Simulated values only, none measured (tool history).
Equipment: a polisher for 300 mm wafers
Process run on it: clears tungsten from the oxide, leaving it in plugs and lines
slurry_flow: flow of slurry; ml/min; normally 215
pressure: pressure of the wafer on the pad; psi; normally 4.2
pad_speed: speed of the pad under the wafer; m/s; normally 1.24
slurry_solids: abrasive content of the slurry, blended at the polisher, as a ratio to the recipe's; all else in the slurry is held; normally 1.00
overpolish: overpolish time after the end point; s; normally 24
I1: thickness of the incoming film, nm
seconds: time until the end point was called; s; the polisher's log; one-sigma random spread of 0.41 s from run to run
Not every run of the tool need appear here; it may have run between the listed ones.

run 1 day=0.000 | slurry_flow=215 pressure=4.2 pad_speed=1.24 slurry_solids=1.15 overpolish=24 | I1=249.1 | seconds=43.1
run 2 day=1.108 | slurry_flow=215 pressure=4.2 pad_speed=1.24 slurry_solids=1.15 overpolish=24 | I1=254.9 | seconds=42.9
-- day=2.129 slurry tank refilled with fresh slurry and peroxide
run 3 day=2.538 | slurry_flow=215 pressure=4.2 pad_speed=1.24 slurry_solids=1.10 overpolish=24 | I1=248.4 | seconds=42.0
run 4 day=3.338 | slurry_flow=215 pressure=4.2 pad_speed=1.24 slurry_solids=1.10 overpolish=24 | I1=247.0 | seconds=42.2
-- day=3.625 worn pad replaced by a new one
run 5 day=4.217 | slurry_flow=215 pressure=4.2 pad_speed=1.24 slurry_solids=1.10 overpolish=24 | I1=250.3 | seconds=42.7
run 6 day=4.850 | slurry_flow=215 pressure=3.9 pad_speed=1.54 slurry_solids=1.00 overpolish=24 | I1=253.0 | seconds=37.9
run 7 day=5.529 | slurry_flow=215 pressure=3.9 pad_speed=1.54 slurry_solids=1.00 overpolish=24 | I1=253.8 | seconds=38.0
run 8 day=6.850 | slurry_flow=215 pressure=4.2 pad_speed=1.24 slurry_solids=1.20 overpolish=24 | I1=252.5 | seconds=41.0
-- day=6.983 slurry tank refilled with fresh slurry and peroxide
-- day=7.054 worn pad replaced by a new one
run 9 day=7.662 | slurry_flow=215 pressure=4.2 pad_speed=1.24 slurry_solids=0.85 overpolish=24 | I1=254.5 | seconds=45.9
run 10 day=8.179 | slurry_flow=280 pressure=3.3 pad_speed=1.24 slurry_solids=1.00 overpolish=29 | I1=250.0 | seconds=51.1
-- day=9.404 slurry nozzle cleaned
run 11 day=9.592 | slurry_flow=215 pressure=4.2 pad_speed=1.24 slurry_solids=1.00 overpolish=24 | I1=250.8 | seconds=43.0
-- day=9.975 slurry blender recalibrated
-- day=10.496 worn pad replaced by a new one
run 12 day=10.508 | slurry_flow=215 pressure=4.2 pad_speed=1.58 slurry_solids=1.20 overpolish=24 | I1=251.1 | seconds=32.3
run 13 day=11.467 | slurry_flow=215 pressure=4.2 pad_speed=1.24 slurry_solids=1.00 overpolish=24 | I1=250.5 | seconds=42.5
-- day=12.396 slurry tank refilled with fresh slurry and peroxide
-- day=12.650 head pressure recalibrated
run 14 day=12.929 | slurry_flow=215 pressure=4.2 pad_speed=1.08 slurry_solids=1.00 overpolish=24 | I1=252.2 | seconds=55.2
run 15 day=13.575 | slurry_flow=215 pressure=3.7 pad_speed=1.24 slurry_solids=1.00 overpolish=24 | I1=249.1 | seconds=53.1
-- day=14.388 worn pad replaced by a new one
run 16 day=14.412 | slurry_flow=215 pressure=4.2 pad_speed=1.24 slurry_solids=1.00 overpolish=24 | I1=252.1 | seconds=47.5
run 17 day=15.371 | slurry_flow=215 pressure=4.2 pad_speed=1.24 slurry_solids=1.00 overpolish=24 | I1=254.0 | seconds=48.5
run 18 day=16.254 | slurry_flow=170 pressure=5.2 pad_speed=1.12 slurry_solids=1.00 overpolish=24 | I1=251.3 | seconds=43.6
-- day=16.550 slurry tank refilled with fresh slurry and peroxide
-- day=17.779 worn pad replaced by a new one
run 19 day=17.800 | slurry_flow=215 pressure=5.5 pad_speed=1.46 slurry_solids=1.00 overpolish=14 | I1=249.3 | seconds=31.4

Branching from run 19: 4 alternative next runs. What would each branch give?
run A day=17.817 | slurry_flow=215 pressure=4.2 pad_speed=1.24 slurry_solids=1.00 overpolish=24 | I1=252.0 | seconds=?
run B day=17.817 | slurry_flow=215 pressure=4.2 pad_speed=1.24 slurry_solids=1.25 overpolish=24 | I1=252.0 | seconds=?
run C day=17.817 | slurry_flow=215 pressure=4.2 pad_speed=1.50 slurry_solids=1.00 overpolish=19 | I1=252.0 | seconds=?
run D day=17.817 | slurry_flow=215 pressure=4.2 pad_speed=1.54 slurry_solids=1.25 overpolish=24 | I1=252.0 | seconds=?

run=A seconds=46.7
run=B seconds=44.2
run=C seconds=38.6
run=D seconds=35.6
Without the tool's unlogged condition, the same runs would have read:
run=A seconds=47.6
run=B seconds=45.0
run=C seconds=39.3
run=D seconds=36.2
